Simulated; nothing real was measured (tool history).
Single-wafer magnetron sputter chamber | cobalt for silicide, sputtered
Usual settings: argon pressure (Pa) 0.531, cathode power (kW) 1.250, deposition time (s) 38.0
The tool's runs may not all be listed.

| run | hour | argon pressure (Pa) | cathode power (kW) | deposition time (s) | wafers since the last listed run | wafers on the sputter target | hours since the last manometer calibration | hours since the magnet pack was replaced | hours since the gauge calibration | read-back reference wafer on the same gauge, thickness_nm | mean film thickness on the monitor wafer (nm) |
|---|---|---|---|---|---|---|---|---|---|---|---|
| 1 | 0.0 | 0.531 | 1.250 | 38.0 | 0 | 1121 | 2410.6 | 8780.4 | 47.0 | 23.053 | 20.875 |
| 2 | 17.5 | 0.531 | 1.250 | 38.0 | 282 | 1404 | 2428.1 | 8797.9 | 64.5 | 22.961 | 20.900 |
| 3 | 31.9 | 0.531 | 1.250 | 38.0 | 232 | 1637 | 2442.5 | 8812.3 | 78.9 | 23.030 | 20.679 |
| 4 | 49.3 | 0.531 | 1.250 | 38.0 | 281 | 1918 | 2459.9 | 8829.7 | 96.3 | 23.036 | 20.720 |
| 5 | 61.3 | 0.531 | 1.250 | 38.0 | 193 | 2112 | 2471.9 | 8841.7 | 108.3 | 22.998 | 20.574 |
| 6 | 76.2 | 0.531 | 1.250 | 38.0 | 240 | 2352 | 2486.8 | 8856.6 | 123.2 | 22.991 | 20.407 |
| 7 | 89.2 | 0.531 | 1.250 | 38.0 | 210 | 2563 | 2499.8 | 8869.6 | 136.2 | 22.992 | 20.369 |
| 8 | 97.2 | 0.383 | 1.250 | 38.0 | 129 | 2692 | 2507.8 | 8877.6 | 144.2 | 23.028 | 21.357 |
| 9 | 104.0 | 0.383 | 1.250 | 38.0 | 109 | 2802 | 2514.6 | 8884.4 | 151.0 | 23.017 | 21.600 |
| 10 | 113.6 | 0.383 | 1.250 | 38.0 | 155 | 2957 | 2524.2 | 8894.0 | 160.6 | 23.027 | 21.625 |
| 11 | 123.9 | 0.531 | 1.250 | 32.2 | 166 | 3123 | 2534.5 | 8904.3 | 170.9 | 23.009 | 17.218 |
| 12 | 136.9 | 0.531 | 1.250 | 32.2 | 210 | 3333 | 2547.5 | 8917.3 | 183.9 | 23.033 | 17.054 |
|  | 147.7 | sputter target and shields replaced |
| 13 | 148.2 | 0.531 | 1.250 | 42.8 | 53 | 7 | 2558.8 | 8928.6 | 195.2 | 22.942 | 24.139 |
| 14 | 153.2 | 0.531 | 1.250 | 38.0 | 80 | 88 | 2563.8 | 8933.6 | 200.2 | 22.966 | 21.344 |
| 15 | 164.4 | 0.618 | 1.500 | 38.0 | 180 | 269 | 2575.0 | 8944.8 | 211.4 | 22.998 | 24.042 |
| 16 | 172.2 | 0.531 | 1.250 | 38.0 | 126 | 395 | 2582.8 | 8952.6 | 219.2 | 22.996 | 21.442 |
| 17 | 178.6 | 0.531 | 1.000 | 35.4 | 103 | 499 | 2589.2 | 8959.0 | 225.6 | 22.995 | 16.694 |
|  | 187.0 | gauge calibrated |
|  | 201.5 | magnet pack replaced, of another model than before |
| 18 | 202.0 | 0.717 | 1.250 | 41.2 | 248 | 748 | 2612.6 | 0.5 | 15.0 | 23.033 | 20.378 |
| 19 | 207.9 | 0.531 | 1.250 | 38.0 | 95 | 843 | 2618.5 | 6.4 | 20.9 | 22.974 | 21.147 |
| 20 | 216.4 | 0.657 | 1.250 | 38.0 | 137 | 980 | 2627.0 | 14.9 | 29.4 | 22.999 | 19.557 |
|  | 234.0 | capacitance manometer re-zeroed and calibrated |
| 21 | 234.5 | 0.531 | 1.500 | 35.4 | 163 | 1143 | 0.5 | 33.0 | 47.5 | 22.983 | 22.855 |
| 22 | 246.7 | 0.399 | 1.500 | 38.0 | 197 | 1341 | 12.7 | 45.2 | 59.7 | 23.007 | 26.487 |
| 23 | 261.4 | 0.637 | 1.050 | 35.7 | 237 | 1578 | 27.4 | 59.9 | 74.4 | 22.995 | 15.921 |
| 24 | 270.9 | 0.735 | 1.250 | 35.8 | 153 | 1732 | 36.9 | 69.4 | 83.9 | 23.011 | 17.246 |
| 25 | 284.9 | 0.531 | 1.050 | 38.0 | 226 | 1958 | 50.9 | 83.4 | 97.9 | 23.027 | 18.055 |
| 26 | 292.3 | 0.531 | 1.250 | 38.0 | 119 | 2078 | 58.3 | 90.8 | 105.3 | 22.971 | 20.704 |
| 27 | 324.7 | 0.531 | 1.250 | 38.0 | 523 | 2601 | 90.7 | 123.2 | 137.7 | 22.989 | 20.601 |

Hidden state or all else? Some run-to-run changes of mean film thickness on the monitor wafer (nm), split into what the settings, what came in and random variation would give without the hidden state, and what is left for the hidden state (with any gauge scatter that isn't in both results):
The hidden state here: deposition rate above that of a new target (%); true argon pressure above the setpoint (%); gauge reads high (%).
Run 12 -> 13: deposition time (s) 32.2 -> 42.8, sputter target and shields replaced. mean film thickness on the monitor wafer (nm) +7.085: hidden state +1.021, all else +6.064.
Run 22 -> 23: argon pressure (Pa) 0.399 -> 0.637, cathode power (kW) 1.500 -> 1.050, deposition time (s) 38.0 -> 35.7. mean film thickness on the monitor wafer (nm) -10.566: hidden state +0.204, all else -10.770.
